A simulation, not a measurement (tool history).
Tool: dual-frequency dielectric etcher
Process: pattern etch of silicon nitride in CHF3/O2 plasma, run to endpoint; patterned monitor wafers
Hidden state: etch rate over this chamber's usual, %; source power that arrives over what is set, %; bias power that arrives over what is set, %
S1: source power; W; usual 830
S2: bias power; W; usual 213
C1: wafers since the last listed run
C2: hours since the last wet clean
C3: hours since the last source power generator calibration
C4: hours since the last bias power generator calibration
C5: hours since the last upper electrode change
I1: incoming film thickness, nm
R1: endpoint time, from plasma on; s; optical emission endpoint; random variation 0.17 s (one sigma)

run 1 hour=0.0 | S1=830 S2=213 | C1=0 C2=65.2 C3=1855.6 C4=3184.4 C5=3785.7 | I1=72.4 | R1=41.3
run 2 hour=53.3 | S1=830 S2=213 | C1=988 C2=118.5 C3=1908.9 C4=3237.7 C5=3839.0 | I1=72.9 | R1=41.1
run 3 hour=114.5 | S1=830 S2=213 | C1=1134 C2=179.7 C3=1970.1 C4=3298.9 C5=3900.2 | I1=72.4 | R1=40.9
run 4 hour=321.8 | S1=830 S2=213 | C1=3844 C2=387.0 C3=2177.4 C4=3506.2 C5=4107.5 | I1=73.0 | R1=40.8
-- hour=482.7 upper electrode replaced
-- hour=524.9 wet clean of the chamber
run 5 hour=525.4 | S1=830 S2=213 | C1=2885 C2=0.5 C3=2381.0 C4=3709.8 C5=42.7 | I1=72.3 | R1=41.3
run 6 hour=565.5 | S1=970 S2=213 | C1=743 C2=40.6 C3=2421.1 C4=3749.9 C5=82.8 | I1=73.0 | R1=38.8
run 7 hour=623.9 | S1=970 S2=213 | C1=1083 C2=99.0 C3=2479.5 C4=3808.3 C5=141.2 | I1=72.3 | R1=38.1
run 8 hour=685.4 | S1=970 S2=213 | C1=1140 C2=160.5 C3=2541.0 C4=3869.8 C5=202.7 | I1=72.8 | R1=38.3
run 9 hour=814.6 | S1=830 S2=213 | C1=2396 C2=289.7 C3=2670.2 C4=3999.0 C5=331.9 | I1=72.1 | R1=40.6
-- hour=829.6 source power generator calibrated
run 10 hour=860.7 | S1=830 S2=213 | C1=780 C2=335.8 C3=31.1 C4=4045.1 C5=378.0 | I1=72.7 | R1=39.8
run 11 hour=902.6 | S1=830 S2=213 | C1=777 C2=377.7 C3=73.0 C4=4087.0 C5=419.9 | I1=72.4 | R1=39.2
run 12 hour=950.0 | S1=830 S2=213 | C1=879 C2=425.1 C3=120.4 C4=4134.4 C5=467.3 | I1=72.5 | R1=39.1
run 13 hour=981.1 | S1=830 S2=213 | C1=576 C2=456.2 C3=151.5 C4=4165.5 C5=498.4 | I1=72.6 | R1=38.9
-- hour=1021.3 wet clean of the chamber
run 14 hour=1026.9 | S1=830 S2=213 | C1=404 C2=5.6 C3=197.3 C4=4211.3 C5=544.2 | I1=72.1 | R1=40.2
run 15 hour=1079.3 | S1=830 S2=213 | C1=971 C2=58.0 C3=249.7 C4=4263.7 C5=596.6 | I1=72.3 | R1=40.0
-- hour=1090.3 bias power generator calibrated
run 16 hour=1129.1 | S1=970 S2=213 | C1=849 C2=107.8 C3=299.5 C4=38.8 C5=646.4 | I1=72.6 | R1=37.4
run 17 hour=1210.3 | S1=930 S2=213 | C1=1505 C2=189.0 C3=380.7 C4=120.0 C5=727.6 | I1=72.4 | R1=37.9
run 18 hour=1266.8 | S1=710 S2=213 | C1=1047 C2=245.5 C3=437.2 C4=176.5 C5=784.1 | I1=72.6 | R1=43.2
run 19 hour=1315.4 | S1=710 S2=199 | C1=901 C2=294.1 C3=485.8 C4=225.1 C5=832.7 | I1=72.4 | R1=43.5
run 20 hour=1364.1 | S1=980 S2=173 | C1=903 C2=342.8 C3=534.5 C4=273.8 C5=881.4 | I1=72.7 | R1=39.5
run 21 hour=1410.6 | S1=1000 S2=240 | C1=862 C2=389.3 C3=581.0 C4=320.3 C5=927.9 | I1=72.9 | R1=34.7
run 22 hour=1447.8 | S1=910 S2=252 | C1=689 C2=426.5 C3=618.2 C4=357.5 C5=965.1 | I1=72.3 | R1=35.1
run 23 hour=1488.4 | S1=720 S2=257 | C1=752 C2=467.1 C3=658.8 C4=398.1 C5=1005.7 | I1=72.4 | R1=39.0
run 24 hour=1540.6 | S1=830 S2=213 | C1=968 C2=519.3 C3=711.0 C4=450.3 C5=1057.9 | I1=72.7 | R1=38.9
-- hour=1592.8 wet clean of the chamber
run 25 hour=1593.3 | S1=1000 S2=213 | C1=532 C2=0.5 C3=763.7 C4=503.0 C5=1110.6 | I1=72.8 | R1=37.5
run 26 hour=1613.9 | S1=830 S2=176 | C1=382 C2=21.1 C3=784.3 C4=523.6 C5=1131.2 | I1=72.4 | R1=43.8
run 27 hour=1653.8 | S1=1000 S2=197 | C1=739 C2=61.0 C3=824.2 C4=563.5 C5=1171.1 | I1=72.0 | R1=38.3
run 28 hour=1713.4 | S1=830 S2=213 | C1=1105 C2=120.6 C3=883.8 C4=623.1 C5=1230.7 | I1=72.2 | R1=40.3
run 29 hour=1764.8 | S1=960 S2=170 | C1=953 C2=172.0 C3=935.2 C4=674.5 C5=1282.1 | I1=72.7 | R1=41.1
run 30 hour=1819.9 | S1=830 S2=166 | C1=1021 C2=227.1 C3=990.3 C4=729.6 C5=1337.2 | I1=72.3 | R1=44.2
run 31 hour=1846.9 | S1=630 S2=160 | C1=500 C2=254.1 C3=1017.3 C4=756.6 C5=1364.2 | I1=72.2 | R1=51.3
run 32 hour=1907.5 | S1=720 S2=213 | C1=1123 C2=314.7 C3=1077.9 C4=817.2 C5=1424.8 | I1=72.4 | R1=42.6
run 33 hour=1954.5 | S1=830 S2=213 | C1=871 C2=361.7 C3=1124.9 C4=864.2 C5=1471.8 | I1=71.9 | R1=39.5
run 34 hour=2002.9 | S1=830 S2=168 | C1=897 C2=410.1 C3=1173.3 C4=912.6 C5=1520.2 | I1=71.9 | R1=43.0
run 35 hour=2070.8 | S1=960 S2=190 | C1=1259 C2=478.0 C3=1241.2 C4=980.5 C5=1588.1 | I1=73.2 | R1=38.8

Forecast each of these 4 alternatives for the next run:
run A hour=2071.2 | S1=830 S2=213 | C1=7 C2=478.4 C3=1241.6 C4=980.9 C5=1588.5 | I1=73.1 | R1=?
run B hour=2071.2 | S1=1010 S2=246 | C1=7 C2=478.4 C3=1241.6 C4=980.9 C5=1588.5 | I1=73.1 | R1=?
run C hour=2071.2 | S1=1020 S2=172 | C1=7 C2=478.4 C3=1241.6 C4=980.9 C5=1588.5 | I1=73.1 | R1=?
run D hour=2071.2 | S1=660 S2=261 | C1=7 C2=478.4 C3=1241.6 C4=980.9 C5=1588.5 | I1=73.1 | R1=?

run=A R1=39.8
run=B R1=34.4
run=C R1=39.0
run=D R1=41.2
Without the tool's hidden state the same runs would have given:
run=A R1=40.9
run=B R1=35.3
run=C R1=40.1
run=D R1=42.3

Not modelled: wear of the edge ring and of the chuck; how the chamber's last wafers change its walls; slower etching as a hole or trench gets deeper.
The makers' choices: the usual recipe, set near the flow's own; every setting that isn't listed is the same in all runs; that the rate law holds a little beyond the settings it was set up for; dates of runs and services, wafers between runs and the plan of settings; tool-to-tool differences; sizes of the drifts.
